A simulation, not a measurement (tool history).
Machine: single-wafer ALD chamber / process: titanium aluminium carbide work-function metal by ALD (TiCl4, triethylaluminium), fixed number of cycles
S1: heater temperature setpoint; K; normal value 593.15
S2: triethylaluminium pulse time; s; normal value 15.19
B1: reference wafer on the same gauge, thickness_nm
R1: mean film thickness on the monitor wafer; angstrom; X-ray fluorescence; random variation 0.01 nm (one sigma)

run 1 hour=0 | S1=593.15 S2=15.19 | B1=2.209 | R1=21.91
run 2 hour=90.8 | S1=593.15 S2=15.19 | B1=2.212 | R1=21.97
run 3 hour=164.4 | S1=603.15 S2=15.19 | B1=2.208 | R1=22.53
run 4 hour=268.4 | S1=593.15 S2=19.14 | B1=2.208 | R1=21.99
run 5 hour=348.5 | S1=593.15 S2=19.14 | B1=2.207 | R1=22.01
run 6 hour=413.5 | S1=593.15 S2=19.14 | B1=2.209 | R1=22.13
run 7 hour=460.8 | S1=593.15 S2=18.77 | B1=2.213 | R1=22.01
run 8 hour=517.4 | S1=593.15 S2=18.77 | B1=2.21 | R1=22.07
run 9 hour=604.4 | S1=601.15 S2=15.19 | B1=2.211 | R1=22.61
run 10 hour=706.2 | S1=601.15 S2=15.19 | B1=2.213 | R1=22.63
run 11 hour=768.8 | S1=601.15 S2=15.19 | B1=2.212 | R1=22.39
run 12 hour=820.6 | S1=601.15 S2=17.55 | B1=2.209 | R1=22.48
run 13 hour=907.6 | S1=608.15 S2=15.19 | B1=2.208 | R1=23.23
run 14 hour=1011.2 | S1=603.15 S2=15.19 | B1=2.209 | R1=22.8
run 15 hour=1099.8 | S1=599.15 S2=11.89 | B1=2.209 | R1=22.2
run 16 hour=1143.3 | S1=584.15 S2=9.13 | B1=2.21 | R1=20.85
run 17 hour=1247.8 | S1=608.15 S2=19.37 | B1=2.208 | R1=23.06
run 18 hour=1308.5 | S1=589.15 S2=16.74 | B1=2.21 | R1=21.72
run 19 hour=1409.9 | S1=593.15 S2=13.57 | B1=2.211 | R1=21.82
run 20 hour=1470.6 | S1=607.15 S2=20.88 | B1=2.211 | R1=23.18
run 21 hour=1512.9 | S1=593.15 S2=15.19 | B1=2.209 | R1=21.97
run 22 hour=1553.3 | S1=593.15 S2=20.59 | B1=2.209 | R1=22.18
run 23 hour=1594.4 | S1=587.15 S2=15.19 | B1=2.21 | R1=21.43
run 24 hour=1674.3 | S1=586.15 S2=15.19 | B1=2.21 | R1=21.58
run 25 hour=1744.9 | S1=589.15 S2=16.74 | B1=2.211 | R1=21.76

Withheld: 4 entries from between the runs. Position of each, and hidden state at the listed run before versus the listed run after:
From run 12 to run 13: showerhead replaced (hour 893.5)
  the hidden state is the same at both runs
From run 13 to run 14: gauge calibrated (hour 961.6)
  the hidden state is the same at both runs
From run 15 to run 16: triethylaluminium bottle replaced (hour 1124.1)
  the hidden state is the same at both runs
From run 18 to run 19: thermocouple changed; heater temperature recalibrated (hour 1345.6)
  the hidden state is the same at both runs
